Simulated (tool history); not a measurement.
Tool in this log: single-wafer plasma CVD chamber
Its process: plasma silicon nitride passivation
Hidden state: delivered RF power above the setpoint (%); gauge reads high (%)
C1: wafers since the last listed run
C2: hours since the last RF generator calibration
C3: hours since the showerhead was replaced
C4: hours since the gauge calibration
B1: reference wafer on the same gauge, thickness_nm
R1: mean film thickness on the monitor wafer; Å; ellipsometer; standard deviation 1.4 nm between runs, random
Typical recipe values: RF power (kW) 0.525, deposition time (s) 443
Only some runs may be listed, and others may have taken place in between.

Run 1, hour 0: usual settings but RF power (kW) 0.45, deposition time (s) 491; C1 0; C2 1558.1; C3 6585.4; C4 114.3; B1 681.511. Result: R1 6824.82 Å.
Run 2, hour 10.4: usual settings but RF power (kW) 0.45, deposition time (s) 491; C1 57; C2 1568.5; C3 6595.8; C4 124.7; B1 681.987. Result: R1 6791.33 Å.
Run 3, hour 26.3: usual settings but RF power (kW) 0.45, deposition time (s) 491; C1 87; C2 1584.4; C3 6611.7; C4 140.6; B1 681.886. Result: R1 6809.39 Å.
Run 4, hour 38.5: usual settings but RF power (kW) 0.465; C1 67; C2 1596.6; C3 6623.9; C4 152.8; B1 683.082. Result: R1 6182.87 Å.
Run 5, hour 53.7: usual settings but RF power (kW) 0.465; C1 84; C2 1611.8; C3 6639.1; C4 168; B1 681.94. Result: R1 6182.2 Å.
Run 6, hour 68.8: usual settings but RF power (kW) 0.465; C1 83; C2 1626.9; C3 6654.2; C4 183.1; B1 682.921. Result: R1 6192.57 Å.
Run 7, hour 76.9: usual settings but RF power (kW) 0.48; C1 44; C2 1635; C3 6662.3; C4 191.2; B1 682.462. Result: R1 6250.06 Å.
Run 8, hour 89.7: usual settings but deposition time (s) 379; C1 70; C2 1647.8; C3 6675.1; C4 204; B1 682.06. Result: R1 5496.38 Å.
Run 9, hour 96.3: usual settings but deposition time (s) 379; C1 36; C2 1654.4; C3 6681.7; C4 210.6; B1 681.74. Result: R1 5486.04 Å.
Run 10, hour 104.4: usual settings; C1 44; C2 1662.5; C3 6689.8; C4 218.7; B1 681.756. Result: R1 6409.87 Å.
Run 11, hour 114.8: usual settings; C1 57; C2 1672.9; C3 6700.2; C4 229.1; B1 682.677. Result: R1 6408.09 Å.
Run 12, hour 126: usual settings; C1 61; C2 1684.1; C3 6711.4; C4 240.3; B1 682.598. Result: R1 6443.28 Å.
Run 13, hour 143.6: usual settings; C1 97; C2 1701.7; C3 6729; C4 257.9; B1 682.001. Result: R1 6390.89 Å.
Run 14, hour 157.3: usual settings; C1 75; C2 1715.4; C3 6742.7; C4 271.6; B1 682.517. Result: R1 6402.52 Å.
Run 15, hour 171.6: usual settings; C1 79; C2 1729.7; C3 6757; C4 285.9; B1 681.22. Result: R1 6400.98 Å.
Run 16, hour 177.8: usual settings but RF power (kW) 0.595, deposition time (s) 404; C1 34; C2 1735.9; C3 6763.2; C4 292.1; B1 682.265. Result: R1 6046.65 Å.
Run 17, hour 193.1: usual settings but RF power (kW) 0.6; C1 84; C2 1751.2; C3 6778.5; C4 307.4; B1 682.677. Result: R1 6660.14 Å.
Run 18, hour 205.2: usual settings but RF power (kW) 0.6; C1 66; C2 1763.3; C3 6790.6; C4 319.5; B1 682.842. Result: R1 6676.24 Å.
Run 19, hour 216.5: usual settings but RF power (kW) 0.56; C1 62; C2 1774.6; C3 6801.9; C4 330.8; B1 681.387. Result: R1 6533.18 Å.
Run 20, hour 251.4: usual settings; C1 193; C2 1809.5; C3 6836.8; C4 365.7; B1 682.121. Result: R1 6408.99 Å.
Run 21, hour 260.1: usual settings but RF power (kW) 0.555, deposition time (s) 376; C1 48; C2 1818.2; C3 6845.5; C4 374.4; B1 681.337. Result: R1 5499.46 Å.
Run 22, hour 277.7: usual settings but RF power (kW) 0.615, deposition time (s) 409; C1 97; C2 1835.8; C3 6863.1; C4 392; B1 682.304. Result: R1 6206.62 Å.
Run 23, hour 291.4: usual settings; C1 75; C2 1849.5; C3 6876.8; C4 405.7; B1 682.201. Result: R1 6415.32 Å.
At hour 302.6: RF generator calibrated.
Run 24, hour 303.4: usual settings but RF power (kW) 0.48; C1 22; C2 0.8; C3 6888.8; C4 417.7; B1 681.669. Result: R1 6261.16 Å.
Run 25, hour 317.5: usual settings but RF power (kW) 0.62, deposition time (s) 406; C1 78; C2 14.9; C3 6902.9; C4 431.8; B1 681.789. Result: R1 6150.62 Å.
Run 26, hour 324.2: usual settings but RF power (kW) 0.45, deposition time (s) 491; C1 37; C2 21.6; C3 6909.6; C4 438.5; B1 682.513. Result: R1 6832.09 Å.
Run 27, hour 336.1: usual settings but RF power (kW) 0.6, deposition time (s) 511; C1 65; C2 33.5; C3 6921.5; C4 450.4; B1 682.404. Result: R1 7697.99 Å.
Run 28, hour 345.8: usual settings; C1 53; C2 43.2; C3 6931.2; C4 460.1; B1 681.987. Result: R1 6412.9 Å.
At hour 363: showerhead replaced.
At hour 388.5: gauge calibrated.
Run 29, hour 392.3: usual settings but RF power (kW) 0.59, deposition time (s) 523; C1 213; C2 89.7; C3 29.3; C4 3.8; B1 681.781. Result: R1 7833.68 Å.
Run 30, hour 404.2: usual settings but RF power (kW) 0.555, deposition time (s) 488; C1 65; C2 101.6; C3 41.2; C4 15.7; B1 682.63. Result: R1 7175.12 Å.
Run 31, hour 414.7: usual settings but RF power (kW) 0.57; C1 58; C2 112.1; C3 51.7; C4 26.2; B1 683.082. Result: R1 6567.59 Å.
Run 32, hour 428.3: usual settings but RF power (kW) 0.445, deposition time (s) 493; C1 75; C2 125.7; C3 65.3; C4 39.8; B1 680.969. Result: R1 6797.63 Å.
Run 33, hour 441.4: usual settings but deposition time (s) 414; C1 72; C2 138.8; C3 78.4; C4 52.9; B1 681.327. Result: R1 5995.56 Å.
Run 34, hour 455.6: usual settings but RF power (kW) 0.565, deposition time (s) 474; C1 78; C2 153; C3 92.6; C4 67.1; B1 681.48. Result: R1 7005.73 Å.
Run 35, hour 463.8: usual settings but RF power (kW) 0.615; C1 45; C2 161.2; C3 100.8; C4 75.3; B1 682.619. Result: R1 6702.1 Å.
Run 36, hour 475.6: usual settings but RF power (kW) 0.455, deposition time (s) 517; C1 65; C2 173; C3 112.6; C4 87.1; B1 681.977. Result: R1 7172.53 Å.
Run 37, hour 483.6: usual settings; C1 44; C2 181; C3 120.6; C4 95.1; B1 682.122. Result: R1 6404.9 Å.
Run 38, hour 493.3: usual settings; C1 53; C2 190.7; C3 130.3; C4 104.8; B1 682.002. Result: R1 6391.88 Å.
Run 39, hour 509.6: usual settings but RF power (kW) 0.56, deposition time (s) 398; C1 90; C2 207; C3 146.6; C4 121.1; B1 681.608. Result: R1 5861.95 Å.
Run 40, hour 521.6: usual settings but RF power (kW) 0.485, deposition time (s) 355; C1 66; C2 219; C3 158.6; C4 133.1; B1 681.519. Result: R1 5028.47 Å.
Run 41, hour 530.5: usual settings but RF power (kW) 0.62, deposition time (s) 479; C1 49; C2 227.9; C3 167.5; C4 142; B1 682.115. Result: R1 7281.71 Å.
Run 42, hour 542.5: usual settings but RF power (kW) 0.445, deposition time (s) 414; C1 66; C2 239.9; C3 179.5; C4 154; B1 681.892. Result: R1 5714.37 Å.
Run 43, hour 550.3: usual settings but RF power (kW) 0.44, deposition time (s) 367; C1 43; C2 247.7; C3 187.3; C4 161.8; B1 681.389. Result: R1 5027.2 Å.

Run-by-run hidden state of the tool:
delivered RF power above the setpoint (%): 0 at every run
gauge reads high (%): 0 at every run

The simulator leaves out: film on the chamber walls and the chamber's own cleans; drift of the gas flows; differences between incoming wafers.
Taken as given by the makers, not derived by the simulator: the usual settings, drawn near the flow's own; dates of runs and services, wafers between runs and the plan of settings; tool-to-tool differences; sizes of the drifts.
